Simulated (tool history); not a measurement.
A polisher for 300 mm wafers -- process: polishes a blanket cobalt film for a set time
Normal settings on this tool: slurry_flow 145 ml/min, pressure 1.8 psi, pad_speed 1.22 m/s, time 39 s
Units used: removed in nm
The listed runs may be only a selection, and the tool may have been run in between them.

run,hour,slurry_flow,pressure,pad_speed,time,wafers since the last listed run,wafers polished on this pad,hours since the slurry nozzle was cleaned,hours since the head pressure was calibrated,"incoming thickness of the incoming film, nm",removed
1,0,145,1.8,1.22,39,0,83,359.4,1059.7,619.1,240.2
2,13.3,145,1.8,1.22,39,145,228,372.7,1073,624.2,236
3,36.5,145,1.8,1.22,39,253,482,395.9,1096.2,625.3,231.3
4,54.5,145,1.8,1.22,39,196,678,413.9,1114.2,616.3,226.6
5,78.1,145,1.8,1.22,39,257,936,437.5,1137.8,614.9,223.8
6,108,145,1.8,1.22,32,326,1263,467.4,1167.7,608.9,175
# hour 120.7: head pressure recalibrated
# hour 127.3: slurry nozzle cleaned
# hour 135.1: worn pad replaced by a new one
7,150.5,145,1.8,1.22,32,387,167,23.2,29.8,616.1,203.1
8,163.6,105,1.6,1.56,44,143,310,36.3,42.9,622.2,301.9
9,180.2,145,1.8,1.22,28,181,492,52.9,59.5,630.5,172.8
10,202.3,130,1.8,1.22,35,241,733,75,81.6,619.4,210.9
11,234.1,145,2.2,0.94,39,347,1081,106.8,113.4,628.5,226.1

What does the tool deliver on the next run?
12,250.6,195,1.8,0.88,39,180,1261,123.3,129.9,620,?

Run 12 gave removed 183.5 nm.
On a tool with no hidden condition, and with the same random variation, this run would have come out at removed 197.9 nm.
